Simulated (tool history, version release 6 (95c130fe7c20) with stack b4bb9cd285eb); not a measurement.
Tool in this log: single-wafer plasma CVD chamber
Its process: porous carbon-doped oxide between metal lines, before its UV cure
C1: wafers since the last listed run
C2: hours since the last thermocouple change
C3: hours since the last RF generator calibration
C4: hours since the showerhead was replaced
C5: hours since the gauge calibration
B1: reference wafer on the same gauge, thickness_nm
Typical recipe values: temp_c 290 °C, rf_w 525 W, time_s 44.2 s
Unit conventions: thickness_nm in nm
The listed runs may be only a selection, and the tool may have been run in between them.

run 1 hour=0.0 | temp_c=290 rf_w=465 time_s=37.4 | C1=0 C2=607.9 C3=1642.3 C4=2620.0 C5=223.8 | B1=281.016 | thickness_nm=220.918
run 2 hour=42.2 | temp_c=290 rf_w=465 time_s=37.4 | C1=576 C2=650.1 C3=1684.5 C4=2662.2 C5=266.0 | B1=280.986 | thickness_nm=219.000
run 3 hour=355.4 | temp_c=290 rf_w=465 time_s=37.4 | C1=4279 C2=963.3 C3=1997.7 C4=2975.4 C5=579.2 | B1=280.893 | thickness_nm=219.304
run 4 hour=435.3 | temp_c=296 rf_w=525 time_s=44.2 | C1=1091 C2=1043.2 C3=2077.6 C4=3055.3 C5=659.1 | B1=281.180 | thickness_nm=265.317
run 5 hour=511.3 | temp_c=296 rf_w=525 time_s=44.2 | C1=1038 C2=1119.2 C3=2153.6 C4=3131.3 C5=735.1 | B1=280.668 | thickness_nm=263.643
run 6 hour=597.4 | temp_c=296 rf_w=525 time_s=44.2 | C1=1176 C2=1205.3 C3=2239.7 C4=3217.4 C5=821.2 | B1=281.289 | thickness_nm=263.043
-- hour=729.7 thermocouple changed; heater temperature recalibrated
run 7 hour=733.5 | temp_c=290 rf_w=525 time_s=44.2 | C1=1750 C2=3.8 C3=2375.8 C4=3353.5 C5=957.3 | B1=280.985 | thickness_nm=274.440
run 8 hour=809.3 | temp_c=290 rf_w=525 time_s=44.2 | C1=1035 C2=79.6 C3=2451.6 C4=3429.3 C5=1033.1 | B1=280.911 | thickness_nm=272.384
run 9 hour=863.2 | temp_c=290 rf_w=525 time_s=48.4 | C1=736 C2=133.5 C3=2505.5 C4=3483.2 C5=1087.0 | B1=280.864 | thickness_nm=297.194
-- hour=933.4 RF generator calibrated
run 10 hour=938.0 | temp_c=290 rf_w=525 time_s=44.2 | C1=912 C2=208.3 C3=4.6 C4=3558.0 C5=1161.8 | B1=280.916 | thickness_nm=281.901
run 11 hour=994.2 | temp_c=290 rf_w=525 time_s=44.2 | C1=767 C2=264.5 C3=60.8 C4=3614.2 C5=1218.0 | B1=281.229 | thickness_nm=284.424
run 12 hour=1089.9 | temp_c=290 rf_w=525 time_s=44.2 | C1=1307 C2=360.2 C3=156.5 C4=3709.9 C5=1313.7 | B1=281.040 | thickness_nm=283.713
run 13 hour=1310.1 | temp_c=290 rf_w=570 time_s=44.2 | C1=3008 C2=580.4 C3=376.7 C4=3930.1 C5=1533.9 | B1=281.062 | thickness_nm=298.050
run 14 hour=1405.6 | temp_c=290 rf_w=570 time_s=44.2 | C1=1304 C2=675.9 C3=472.2 C4=4025.6 C5=1629.4 | B1=281.074 | thickness_nm=296.702
run 15 hour=1458.8 | temp_c=300 rf_w=525 time_s=44.2 | C1=726 C2=729.1 C3=525.4 C4=4078.8 C5=1682.6 | B1=280.962 | thickness_nm=263.593
run 16 hour=1531.8 | temp_c=300 rf_w=525 time_s=44.2 | C1=997 C2=802.1 C3=598.4 C4=4151.8 C5=1755.6 | B1=281.049 | thickness_nm=264.553
run 17 hour=1573.8 | temp_c=304 rf_w=525 time_s=47.3 | C1=573 C2=844.1 C3=640.4 C4=4193.8 C5=1797.6 | B1=281.074 | thickness_nm=274.629
run 18 hour=1643.8 | temp_c=290 rf_w=595 time_s=44.2 | C1=956 C2=914.1 C3=710.4 C4=4263.8 C5=1867.6 | B1=280.980 | thickness_nm=302.510
-- hour=1671.3 gauge calibrated
run 19 hour=1852.0 | temp_c=290 rf_w=445 time_s=50.3 | C1=2844 C2=1122.3 C3=918.6 C4=4472.0 C5=180.7 | B1=281.025 | thickness_nm=288.163
run 20 hour=1947.3 | temp_c=290 rf_w=525 time_s=44.2 | C1=1302 C2=1217.6 C3=1013.9 C4=4567.3 C5=276.0 | B1=280.972 | thickness_nm=282.877
run 21 hour=2007.0 | temp_c=279 rf_w=525 time_s=44.2 | C1=815 C2=1277.3 C3=1073.6 C4=4627.0 C5=335.7 | B1=280.685 | thickness_nm=303.604
run 22 hour=2054.7 | temp_c=290 rf_w=525 time_s=44.2 | C1=651 C2=1325.0 C3=1121.3 C4=4674.7 C5=383.4 | B1=280.962 | thickness_nm=281.520
-- hour=2091.9 showerhead replaced, of another model than before
run 23 hour=2130.4 | temp_c=281 rf_w=565 time_s=37.6 | C1=924 C2=1400.7 C3=1197.0 C4=38.5 C5=459.1 | B1=280.953 | thickness_nm=264.134
run 24 hour=2174.3 | temp_c=303 rf_w=555 time_s=40.0 | C1=599 C2=1444.6 C3=1240.9 C4=82.4 C5=503.0 | B1=281.065 | thickness_nm=239.445
-- hour=2196.0 thermocouple changed; heater temperature recalibrated
run 25 hour=2234.1 | temp_c=281 rf_w=565 time_s=37.6 | C1=707 C2=38.1 C3=1300.7 C4=142.2 C5=562.8 | B1=281.025 | thickness_nm=263.140
run 26 hour=2276.5 | temp_c=296 rf_w=450 time_s=38.3 | C1=579 C2=80.5 C3=1343.1 C4=184.6 C5=605.2 | B1=281.221 | thickness_nm=221.735
run 27 hour=2334.1 | temp_c=296 rf_w=450 time_s=38.3 | C1=786 C2=138.1 C3=1400.7 C4=242.2 C5=662.8 | B1=281.037 | thickness_nm=220.421
run 28 hour=2416.5 | temp_c=290 rf_w=525 time_s=44.2 | C1=1125 C2=220.5 C3=1483.1 C4=324.6 C5=745.2 | B1=281.145 | thickness_nm=282.253
run 29 hour=2453.4 | temp_c=284 rf_w=565 time_s=40.2 | C1=504 C2=257.4 C3=1520.0 C4=361.5 C5=782.1 | B1=281.068 | thickness_nm=274.067
run 30 hour=2551.6 | temp_c=286 rf_w=440 time_s=41.0 | C1=1341 C2=355.6 C3=1618.2 C4=459.7 C5=880.3 | B1=281.106 | thickness_nm=249.802
run 31 hour=2794.1 | temp_c=298 rf_w=525 time_s=46.4 | C1=3313 C2=598.1 C3=1860.7 C4=702.2 C5=1122.8 | B1=281.370 | thickness_nm=278.159
run 32 hour=2832.7 | temp_c=290 rf_w=565 time_s=50.3 | C1=527 C2=636.7 C3=1899.3 C4=740.8 C5=1161.4 | B1=281.072 | thickness_nm=325.803
run 33 hour=2895.2 | temp_c=290 rf_w=525 time_s=44.2 | C1=853 C2=699.2 C3=1961.8 C4=803.3 C5=1223.9 | B1=281.112 | thickness_nm=278.095

How the hidden state differs across the entries between the runs, from the last listed run before each to the first after it:
From run 6 to run 7: thermocouple changed; heater temperature recalibrated (hour 729.7)
  delivered RF power above the setpoint (%): -6.02 -> -6.67
  measured minus no-state result, thickness_nm: -9.829 -> -11.434 nm
From run 9 to run 10: RF generator calibrated (hour 933.4)
  delivered RF power above the setpoint (%): -7.32 -> -1.16
  measured minus no-state result, thickness_nm: -13.683 -> -1.956 nm
From run 18 to run 19: gauge calibrated (hour 1671.3)
  delivered RF power above the setpoint (%): -1.68 -> -2.03
  measured minus no-state result, thickness_nm: -2.988 -> -4.119 nm
From run 22 to run 23: showerhead replaced, of another model than before (hour 2091.9)
  delivered RF power above the setpoint (%): -2.46 -> -2.64
  measured minus no-state result, thickness_nm: -4.177 -> -2.839 nm
From run 24 to run 25: thermocouple changed; heater temperature recalibrated (hour 2196.0)
  delivered RF power above the setpoint (%): -2.75 -> -2.91
  measured minus no-state result, thickness_nm: -2.683 -> -3.118 nm

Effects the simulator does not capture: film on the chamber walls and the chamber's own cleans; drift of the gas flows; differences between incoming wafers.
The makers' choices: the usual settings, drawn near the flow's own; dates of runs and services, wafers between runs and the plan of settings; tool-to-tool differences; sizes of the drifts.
